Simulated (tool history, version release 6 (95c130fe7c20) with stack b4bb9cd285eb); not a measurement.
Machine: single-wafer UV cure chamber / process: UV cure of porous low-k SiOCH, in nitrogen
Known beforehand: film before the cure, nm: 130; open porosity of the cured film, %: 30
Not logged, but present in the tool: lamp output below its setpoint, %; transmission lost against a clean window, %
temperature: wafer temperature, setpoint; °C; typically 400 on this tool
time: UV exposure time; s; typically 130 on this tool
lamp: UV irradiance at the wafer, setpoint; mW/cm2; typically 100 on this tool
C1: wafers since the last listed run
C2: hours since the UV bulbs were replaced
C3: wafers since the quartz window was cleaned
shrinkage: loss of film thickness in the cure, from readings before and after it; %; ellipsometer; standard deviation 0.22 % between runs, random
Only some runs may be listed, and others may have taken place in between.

run 1 hour=0 | temperature=400 time=130 lamp=100 | C1=0 C2=413 C3=609 | shrinkage=12.447
run 2 hour=42.2 | temperature=400 time=130 lamp=100 | C1=163 C2=455.2 C3=773 | shrinkage=12.546
run 3 hour=123.9 | temperature=400 time=130 lamp=100 | C1=316 C2=536.9 C3=1089 | shrinkage=12.339
run 4 hour=200.2 | temperature=413 time=130 lamp=113 | C1=295 C2=613.2 C3=1385 | shrinkage=13.674
run 5 hour=276.6 | temperature=413 time=130 lamp=113 | C1=296 C2=689.6 C3=1681 | shrinkage=13.487
-- hour=301.2 quartz window cleaned
run 6 hour=319.4 | temperature=387 time=130 lamp=72 | C1=134 C2=732.4 C3=70 | shrinkage=10.244
run 7 hour=402.4 | temperature=387 time=130 lamp=72 | C1=321 C2=815.4 C3=392 | shrinkage=10.538
run 8 hour=471.2 | temperature=400 time=130 lamp=100 | C1=266 C2=884.2 C3=658 | shrinkage=12.654
run 9 hour=522 | temperature=414 time=185 lamp=100 | C1=196 C2=935 C3=855 | shrinkage=14.107
-- hour=582.6 UV bulbs replaced
run 10 hour=588.2 | temperature=414 time=185 lamp=100 | C1=225 C2=5.6 C3=1081 | shrinkage=14.689
run 11 hour=661.4 | temperature=400 time=130 lamp=100 | C1=283 C2=78.8 C3=1364 | shrinkage=12.572
run 12 hour=736.4 | temperature=400 time=130 lamp=100 | C1=290 C2=153.8 C3=1655 | shrinkage=12.142
run 13 hour=814.3 | temperature=400 time=130 lamp=100 | C1=301 C2=231.7 C3=1957 | shrinkage=12.507
-- hour=882.1 quartz window cleaned
run 14 hour=909.4 | temperature=400 time=130 lamp=100 | C1=337 C2=326.8 C3=105 | shrinkage=12.602
run 15 hour=963 | temperature=400 time=130 lamp=100 | C1=207 C2=380.4 C3=313 | shrinkage=12.297
run 16 hour=1261.4 | temperature=410 time=205 lamp=63 | C1=1156 C2=678.8 C3=1469 | shrinkage=12.601
run 17 hour=1318 | temperature=409 time=205 lamp=88 | C1=219 C2=735.4 C3=1688 | shrinkage=14.328
-- hour=1389.1 quartz window cleaned
-- hour=1389.2 UV bulbs replaced
run 18 hour=1417 | temperature=400 time=130 lamp=100 | C1=351 C2=27.8 C3=107 | shrinkage=12.375
run 19 hour=1453.1 | temperature=400 time=155 lamp=133 | C1=139 C2=63.9 C3=247 | shrinkage=15.055
run 20 hour=1508.8 | temperature=400 time=130 lamp=100 | C1=215 C2=119.6 C3=463 | shrinkage=12.516
run 21 hour=1657.2 | temperature=385 time=110 lamp=100 | C1=575 C2=268 C3=1038 | shrinkage=11.165
run 22 hour=1750.7 | temperature=387 time=130 lamp=100 | C1=362 C2=361.5 C3=1400 | shrinkage=12.391
run 23 hour=1835.8 | temperature=394 time=130 lamp=123 | C1=329 C2=446.6 C3=1730 | shrinkage=13.678
run 24 hour=1876.5 | temperature=393 time=175 lamp=83 | C1=157 C2=487.3 C3=1888 | shrinkage=13.282
-- hour=1944.1 quartz window cleaned
run 25 hour=1966.1 | temperature=400 time=130 lamp=100 | C1=316 C2=576.9 C3=85 | shrinkage=12.5
run 26 hour=2030.2 | temperature=388 time=170 lamp=128 | C1=248 C2=641 C3=333 | shrinkage=14.449
run 27 hour=2077.2 | temperature=411 time=130 lamp=100 | C1=182 C2=688 C3=515 | shrinkage=12.887

Predict each of these 5 candidate next runs independently; none follows another, all start after run 27:
run A hour=2077.7 | temperature=400 time=130 lamp=100 | C1=1 C2=688.5 C3=517 | shrinkage=?
run B hour=2077.7 | temperature=409 time=100 lamp=124 | C1=1 C2=688.5 C3=517 | shrinkage=?
run C hour=2077.7 | temperature=406 time=130 lamp=66 | C1=1 C2=688.5 C3=517 | shrinkage=?
run D hour=2077.7 | temperature=391 time=80 lamp=85 | C1=1 C2=688.5 C3=517 | shrinkage=?
run E hour=2077.7 | temperature=400 time=60 lamp=100 | C1=1 C2=688.5 C3=517 | shrinkage=?

run=A shrinkage=12.517
run=B shrinkage=12.449
run=C shrinkage=10.523
run=D shrinkage=9.08
run=E shrinkage=8.64
What these runs would have given with no unlogged condition in the tool:
run=A shrinkage=12.517
run=B shrinkage=12.449
run=C shrinkage=10.523
run=D shrinkage=9.08
run=E shrinkage=8.64
